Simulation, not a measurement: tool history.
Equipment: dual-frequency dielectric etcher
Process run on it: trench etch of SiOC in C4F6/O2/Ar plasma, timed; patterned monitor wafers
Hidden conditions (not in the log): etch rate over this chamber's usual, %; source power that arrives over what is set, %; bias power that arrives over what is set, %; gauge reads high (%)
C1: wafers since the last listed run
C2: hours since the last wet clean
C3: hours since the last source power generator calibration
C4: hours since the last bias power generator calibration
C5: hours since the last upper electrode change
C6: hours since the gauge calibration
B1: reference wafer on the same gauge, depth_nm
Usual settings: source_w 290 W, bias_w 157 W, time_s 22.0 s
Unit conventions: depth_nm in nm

run 1 hour=0.0 | source_w=290 bias_w=157 time_s=22.0 | C1=0 C2=207.2 C3=2841.3 C4=2741.2 C5=2640.5 C6=1418.5 | B1=38.79 | depth_nm=41.20
run 2 hour=99.8 | source_w=290 bias_w=157 time_s=22.0 | C1=1628 C2=307.0 C3=2941.1 C4=2841.0 C5=2740.3 C6=1518.3 | B1=38.78 | depth_nm=41.10
run 3 hour=205.7 | source_w=290 bias_w=157 time_s=22.0 | C1=1728 C2=412.9 C3=3047.0 C4=2946.9 C5=2846.2 C6=1624.2 | B1=38.80 | depth_nm=41.23
run 4 hour=265.0 | source_w=290 bias_w=157 time_s=22.0 | C1=967 C2=472.2 C3=3106.3 C4=3006.2 C5=2905.5 C6=1683.5 | B1=38.81 | depth_nm=41.37
run 5 hour=354.4 | source_w=290 bias_w=157 time_s=22.0 | C1=1458 C2=561.6 C3=3195.7 C4=3095.6 C5=2994.9 C6=1772.9 | B1=38.77 | depth_nm=41.10
-- hour=461.5 wet clean of the chamber
run 6 hour=462.0 | source_w=290 bias_w=157 time_s=22.0 | C1=1364 C2=0.5 C3=3303.3 C4=3203.2 C5=3102.5 C6=1880.5 | B1=38.84 | depth_nm=41.28
run 7 hour=557.5 | source_w=290 bias_w=157 time_s=22.0 | C1=1558 C2=96.0 C3=3398.8 C4=3298.7 C5=3198.0 C6=1976.0 | B1=38.88 | depth_nm=40.91
run 8 hour=647.9 | source_w=290 bias_w=157 time_s=22.0 | C1=1475 C2=186.4 C3=3489.2 C4=3389.1 C5=3288.4 C6=2066.4 | B1=38.87 | depth_nm=41.09
run 9 hour=752.0 | source_w=290 bias_w=157 time_s=22.0 | C1=1698 C2=290.5 C3=3593.3 C4=3493.2 C5=3392.5 C6=2170.5 | B1=38.87 | depth_nm=41.30
run 10 hour=817.7 | source_w=290 bias_w=157 time_s=22.0 | C1=1072 C2=356.2 C3=3659.0 C4=3558.9 C5=3458.2 C6=2236.2 | B1=38.90 | depth_nm=41.30
run 11 hour=908.1 | source_w=320 bias_w=180 time_s=17.5 | C1=1475 C2=446.6 C3=3749.4 C4=3649.3 C5=3548.6 C6=2326.6 | B1=38.83 | depth_nm=35.08
-- hour=983.9 source power generator calibrated
run 12 hour=987.8 | source_w=240 bias_w=147 time_s=24.0 | C1=1235 C2=526.3 C3=3.9 C4=3729.0 C5=3628.3 C6=2406.3 | B1=38.90 | depth_nm=40.79
-- hour=1093.3 wet clean of the chamber
run 13 hour=1093.8 | source_w=290 bias_w=157 time_s=22.0 | C1=1338 C2=0.5 C3=109.9 C4=3835.0 C5=3734.3 C6=2512.3 | B1=38.87 | depth_nm=41.30
-- hour=1150.8 gauge calibrated
run 14 hour=1170.1 | source_w=220 bias_w=133 time_s=19.0 | C1=1245 C2=76.8 C3=186.2 C4=3911.3 C5=3810.6 C6=19.3 | B1=38.02 | depth_nm=29.68
run 15 hour=1214.6 | source_w=240 bias_w=143 time_s=22.0 | C1=726 C2=121.3 C3=230.7 C4=3955.8 C5=3855.1 C6=63.8 | B1=38.04 | depth_nm=36.50
run 16 hour=1301.0 | source_w=290 bias_w=157 time_s=18.5 | C1=1409 C2=207.7 C3=317.1 C4=4042.2 C5=3941.5 C6=150.2 | B1=38.11 | depth_nm=34.00
run 17 hour=1388.4 | source_w=350 bias_w=157 time_s=24.0 | C1=1426 C2=295.1 C3=404.5 C4=4129.6 C5=4028.9 C6=237.6 | B1=38.19 | depth_nm=47.97
run 18 hour=1463.0 | source_w=240 bias_w=172 time_s=18.5 | C1=1217 C2=369.7 C3=479.1 C4=4204.2 C5=4103.5 C6=312.2 | B1=38.19 | depth_nm=31.70
-- hour=1533.4 upper electrode replaced
run 19 hour=1533.9 | source_w=270 bias_w=157 time_s=22.0 | C1=765 C2=440.6 C3=550.0 C4=4275.1 C5=0.5 C6=383.1 | B1=38.23 | depth_nm=39.07
-- hour=1804.4 bias power generator calibrated
-- hour=1806.3 wet clean of the chamber
run 20 hour=1831.6 | source_w=320 bias_w=172 time_s=19.0 | C1=4762 C2=25.3 C3=847.7 C4=27.2 C5=298.2 C6=680.8 | B1=38.40 | depth_nm=37.45
run 21 hour=1915.7 | source_w=260 bias_w=157 time_s=16.5 | C1=1372 C2=109.4 C3=931.8 C4=111.3 C5=382.3 C6=764.9 | B1=38.49 | depth_nm=29.26
run 22 hour=1990.7 | source_w=290 bias_w=157 time_s=22.0 | C1=1223 C2=184.4 C3=1006.8 C4=186.3 C5=457.3 C6=839.9 | B1=38.41 | depth_nm=40.88
run 23 hour=2070.9 | source_w=330 bias_w=157 time_s=22.0 | C1=1308 C2=264.6 C3=1087.0 C4=266.5 C5=537.5 C6=920.1 | B1=38.50 | depth_nm=43.17
run 24 hour=2143.1 | source_w=290 bias_w=157 time_s=22.0 | C1=1178 C2=336.8 C3=1159.2 C4=338.7 C5=609.7 C6=992.3 | B1=38.47 | depth_nm=40.92
run 25 hour=2180.3 | source_w=320 bias_w=180 time_s=16.5 | C1=607 C2=374.0 C3=1196.4 C4=375.9 C5=646.9 C6=1029.5 | B1=38.47 | depth_nm=32.96
run 26 hour=2217.2 | source_w=290 bias_w=180 time_s=20.0 | C1=602 C2=410.9 C3=1233.3 C4=412.8 C5=683.8 C6=1066.4 | B1=38.50 | depth_nm=38.07
run 27 hour=2316.9 | source_w=290 bias_w=157 time_s=22.0 | C1=1626 C2=510.6 C3=1333.0 C4=512.5 C5=783.5 C6=1166.1 | B1=38.53 | depth_nm=40.91
-- hour=2351.2 wet clean of the chamber
run 28 hour=2416.1 | source_w=290 bias_w=157 time_s=20.0 | C1=1227 C2=64.9 C3=1432.2 C4=611.7 C5=882.7 C6=1265.3 | B1=38.59 | depth_nm=37.14
run 29 hour=2514.5 | source_w=310 bias_w=119 time_s=27.5 | C1=1605 C2=163.3 C3=1530.6 C4=710.1 C5=981.1 C6=1363.7 | B1=38.64 | depth_nm=50.27

For some of the steps in depth_nm from one run to the next: how much would appear even if the tool had no hidden state, given the settings, what came in and random variation, and how much remains for the hidden state plus any gauge scatter that the measured result and the result without hidden state don't share?
Run 13 -> 14: source_w 290 -> 220, bias_w 157 -> 133, time_s 22.0 -> 19.0, gauge calibrated. depth_nm -11.62 nm: hidden state -0.86, all else -10.76.
Run 16 -> 17: source_w 290 -> 350, time_s 18.5 -> 24.0. depth_nm +13.97 nm: hidden state +0.04, all else +13.93.
Run 17 -> 18: source_w 350 -> 240, bias_w 157 -> 172, time_s 24.0 -> 18.5. depth_nm -16.27 nm: hidden state +0.05, all else -16.32.
Run 28 -> 29: source_w 290 -> 310, bias_w 157 -> 119, time_s 20.0 -> 27.5. depth_nm +13.13 nm: hidden state +0.15, all else +12.98.
